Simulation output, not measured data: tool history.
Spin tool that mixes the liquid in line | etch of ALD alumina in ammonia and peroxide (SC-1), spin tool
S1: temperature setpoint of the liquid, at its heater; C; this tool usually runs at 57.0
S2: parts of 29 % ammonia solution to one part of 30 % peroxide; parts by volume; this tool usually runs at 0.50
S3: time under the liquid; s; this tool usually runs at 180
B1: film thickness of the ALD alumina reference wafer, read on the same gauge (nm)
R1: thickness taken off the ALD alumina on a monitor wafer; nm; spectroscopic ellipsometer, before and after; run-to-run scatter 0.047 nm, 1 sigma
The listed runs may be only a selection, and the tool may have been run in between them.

| run | day | S1 | S2 | S3 | B1 | R1 |
|---|---|---|---|---|---|---|
| 1 | 0.000 | 57.0 | 0.50 | 120 | 40.00 | 8.75 |
| 2 | 0.400 | 57.0 | 0.50 | 120 | 39.99 | 8.75 |
| 3 | 1.125 | 57.0 | 0.50 | 180 | 39.99 | 13.09 |
| 4 | 1.392 | 57.0 | 0.50 | 180 | 39.99 | 13.08 |
| 5 | 1.867 | 57.0 | 0.50 | 180 | 40.00 | 13.06 |
| 6 | 2.617 | 59.5 | 0.50 | 180 | 40.00 | 15.02 |
| 7 | 4.008 | 59.5 | 0.50 | 180 | 39.99 | 14.93 |
| 8 | 4.725 | 66.0 | 0.50 | 75 | 39.98 | 8.70 |
| 9 | 5.246 | 64.0 | 0.25 | 180 | 40.01 | 17.63 |
| 10 | 5.542 | 57.0 | 0.65 | 80 | 40.00 | 5.94 |
| 11 | 6.121 | 57.0 | 0.30 | 220 | 40.03 | 19.24 |
| 12 | 6.379 | 63.0 | 0.30 | 180 | 39.99 | 21.45 |
| 13 | 6.971 | 57.0 | 0.50 | 180 | 39.98 | 16.55 |
| 14 | 7.625 | 57.0 | 0.50 | 265 | 40.01 | 24.38 |
| 15 | 7.908 | 63.5 | 0.65 | 80 | 40.01 | 10.55 |

The log once held 5 entries between its listed runs, left out of this copy. Where does each go, and what is different about the tool's unlogged condition between the listed run before it and the listed run after it?
After run 5, before run 6: new drum of ammonia solution connected (day 2.596)
  temperature lost on the way to the wafer (K): 4.47 -> 4.49
  the result without the hidden state subtracted from the measured one, R1: -3.51 -> -3.98 nm
After run 6, before run 7: ammonia flow meter replaced (day 3.729)
  temperature lost on the way to the wafer (K): 4.49 -> 4.52
  the result without the hidden state subtracted from the measured one, R1: -3.98 -> -3.99 nm
After run 7, before run 8: gauge calibrated (day 4.596)
  temperature lost on the way to the wafer (K): 4.52 -> 4.54
  the result without the hidden state subtracted from the measured one, R1: -3.99 -> -2.22 nm
After run 10, before run 11: heated supply line repaired (day 5.825)
  temperature lost on the way to the wafer (K): 4.56 -> 0.0729
  the result without the hidden state subtracted from the measured one, R1: -1.63 -> -0.08 nm
After run 11, before run 12: thermometer replaced (day 6.308)
  temperature lost on the way to the wafer (K): 0.0729 -> 0.0793
  the result without the hidden state subtracted from the measured one, R1: -0.08 -> -0.09 nm
